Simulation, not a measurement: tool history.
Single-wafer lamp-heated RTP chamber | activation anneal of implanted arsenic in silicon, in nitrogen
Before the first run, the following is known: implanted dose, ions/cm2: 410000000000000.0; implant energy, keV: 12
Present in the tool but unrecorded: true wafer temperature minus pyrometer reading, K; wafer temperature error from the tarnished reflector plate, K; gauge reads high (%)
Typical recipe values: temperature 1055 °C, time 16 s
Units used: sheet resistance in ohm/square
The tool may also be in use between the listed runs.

run	hour	temperature	time	wafers since the last listed run	wafers since the last pyrometer calibration	wafers since the reflector plate was cleaned	hours since the gauge calibration	read-back reference wafer on the same gauge, sheet resistance	sheet resistance
1	0.0	1055	16	0	1402	3156	239.3	251.00	223.82
# hour 53.6: pyrometer window cleaned and pyrometer calibrated
2	59.8	1055	16	747	89	3903	299.1	250.95	226.14
3	113.9	1055	16	780	869	4684	353.2	250.96	224.67
4	140.2	1055	16	379	1249	5063	379.5	251.02	221.92
# hour 177.3: reflector plate cleaned
5	186.7	1055	16	555	1804	134	426.0	251.08	222.50
6	217.9	1055	16	449	2254	584	457.2	251.08	223.44
# hour 239.0: pyrometer window cleaned and pyrometer calibrated
7	286.8	1043	14	878	689	1463	526.1	251.02	227.86
8	317.3	1043	14	439	1129	1903	556.6	251.16	226.25
9	364.3	1043	14	677	1807	2580	603.6	250.98	227.97
# hour 407.6: pyrometer window cleaned and pyrometer calibrated
# hour 411.5: gauge calibrated
10	424.5	1055	16	752	244	3333	13.0	251.02	223.72
11	464.4	1047	21	575	819	3909	52.9	250.81	222.68
12	539.7	1066	25	1086	1905	4995	128.2	250.88	213.26
# hour 558.3: pyrometer window cleaned and pyrometer calibrated
# hour 588.5: reflector plate cleaned
13	604.6	1043	19	705	553	232	193.1	251.13	225.65
14	647.2	1083	7	614	1167	846	235.7	251.13	224.98
15	697.0	1079	13	718	1885	1564	285.5	250.92	218.69
# hour 709.6: pyrometer window cleaned and pyrometer calibrated
16	760.0	1046	22	793	726	2358	348.5	250.98	222.81
17	829.7	1055	16	1005	1731	3363	418.2	251.02	222.45
# hour 871.8: pyrometer window cleaned and pyrometer calibrated
18	878.3	1083	20	585	94	3948	466.8	251.08	214.53

Hidden state at the last listed run before each entry between runs and at the first one after, where it differs:
Runs 1 to 2: pyrometer window cleaned and pyrometer calibrated (hour 53.6)
  true wafer temperature minus pyrometer reading, K: 9.84 -> 1.33
  measured less the result without the state, sheet resistance: -2.58 -> -0.35 ohm/square
Runs 4 to 5: reflector plate cleaned (hour 177.3)
  true wafer temperature minus pyrometer reading, K: 9.42 -> 10.9
  measured less the result without the state, sheet resistance: -2.44 -> -2.85 ohm/square
Runs 6 to 7: pyrometer window cleaned and pyrometer calibrated (hour 239.0)
  true wafer temperature minus pyrometer reading, K: 11.4 -> 8.13
  measured less the result without the state, sheet resistance: -3.00 -> -1.83 ohm/square
Runs 9 to 10: pyrometer window cleaned and pyrometer calibrated (hour 407.6); gauge calibrated (hour 411.5)
  true wafer temperature minus pyrometer reading, K: 12 -> 3.36
  measured less the result without the state, sheet resistance: -2.78 -> -0.86 ohm/square
Runs 12 to 13: pyrometer window cleaned and pyrometer calibrated (hour 558.3); reflector plate cleaned (hour 588.5)
  true wafer temperature minus pyrometer reading, K: 11.1 -> 7.32
  measured less the result without the state, sheet resistance: -3.17 -> -1.85 ohm/square
Runs 15 to 16: pyrometer window cleaned and pyrometer calibrated (hour 709.6)
  true wafer temperature minus pyrometer reading, K: 11.7 -> 7.97
  measured less the result without the state, sheet resistance: -3.18 -> -2.13 ohm/square
Runs 17 to 18: pyrometer window cleaned and pyrometer calibrated (hour 871.8)
  true wafer temperature minus pyrometer reading, K: 11.5 -> 2.25
  measured less the result without the state, sheet resistance: -3.01 -> -0.64 ohm/square
